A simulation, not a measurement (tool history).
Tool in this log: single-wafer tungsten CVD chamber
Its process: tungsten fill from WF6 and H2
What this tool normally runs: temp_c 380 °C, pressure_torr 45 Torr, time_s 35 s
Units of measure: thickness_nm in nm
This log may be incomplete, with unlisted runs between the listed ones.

run,hour,temp_c,pressure_torr,time_s,wafers since the last listed run,hours since the last thermocouple change,hours since the last manometer calibration,hours since the showerhead was replaced,hours since the gauge calibration,"read-back reference wafer on the same gauge, thickness_nm",thickness_nm
1,0,380,45,35,0,2203.5,1599.3,8479,226.3,85.111,94.187
2,14.7,380,45,35,330,2218.2,1614,8493.7,241,85.101,94.279
3,31.7,380,45,35,381,2235.2,1631,8510.7,258,85.089,94.223
4,104.3,371,45,35,1630,2307.8,1703.6,8583.3,330.6,85.099,80.098
5,136.3,380,45,35,718,2339.8,1735.6,8615.3,362.6,85.112,94.159
6,154.1,380,45,35,399,2357.6,1753.4,8633.1,380.4,85.107,94.396
7,177.3,380,45,35,520,2380.8,1776.6,8656.3,403.6,85.113,94.387
8,202,380,45,35,554,2405.5,1801.3,8681,428.3,85.108,94.228
# hour 213.4: gauge calibrated
# hour 256.8: thermocouple changed; heater temperature recalibrated
# hour 278.5: capacitance manometer re-zeroed and calibrated
9,279,380,45,35,1369,22.2,0.5,8758,65.6,85.106,86.684
# hour 294.2: showerhead replaced
10,298.4,380,45,35,255,41.6,19.9,4.2,85,85.111,86.885
11,311.3,380,45,35,289,54.5,32.8,17.1,97.9,85.098,86.95
12,330.3,371,45,35,426,73.5,51.8,36.1,116.9,85.107,73.788
13,358.2,372,45,38.9,626,101.4,79.7,64,144.8,85.101,83.881
14,380.4,380,45,35,498,123.6,101.9,86.2,167,85.111,87.289
15,406.7,380,45,35,590,149.9,128.2,112.5,193.3,85.11,87.572
16,435.9,372,55.5,32.8,655,179.1,157.4,141.7,222.5,85.084,75.518
17,463.8,380,45,38.4,626,207,185.3,169.6,250.4,85.113,96.562
18,482.9,380,45,28.1,428,226.1,204.4,188.7,269.5,85.113,70.539
19,498.8,372,48.7,30.6,356,242,220.3,204.6,285.4,85.112,68.124
20,513.3,367,54.5,33,325,256.5,234.8,219.1,299.9,85.088,69.112
21,546.6,380,45,35,747,289.8,268.1,252.4,333.2,85.107,88.202
22,562.9,391,45,35,365,306.1,284.4,268.7,349.5,85.102,106.824

What if the next run were any one of these 4? Each begins from the tool's condition after run 22:
A,563.3,380,41.9,35,8,306.5,284.8,269.1,349.9,?,?
B,563.3,386,45,35,8,306.5,284.8,269.1,349.9,?,?
C,563.3,368,51.2,41.1,8,306.5,284.8,269.1,349.9,?,?
D,563.3,391,45,40.8,8,306.5,284.8,269.1,349.9,?,?

run,"read-back reference wafer on the same gauge, thickness_nm",thickness_nm
A,85.083,86.686
B,85.083,98.191
C,85.083,86.551
D,85.083,124.84
With no hidden state in the tool, these same runs would have given:
run,thickness_nm
A,86.034
B,97.465
C,85.816
D,123.965
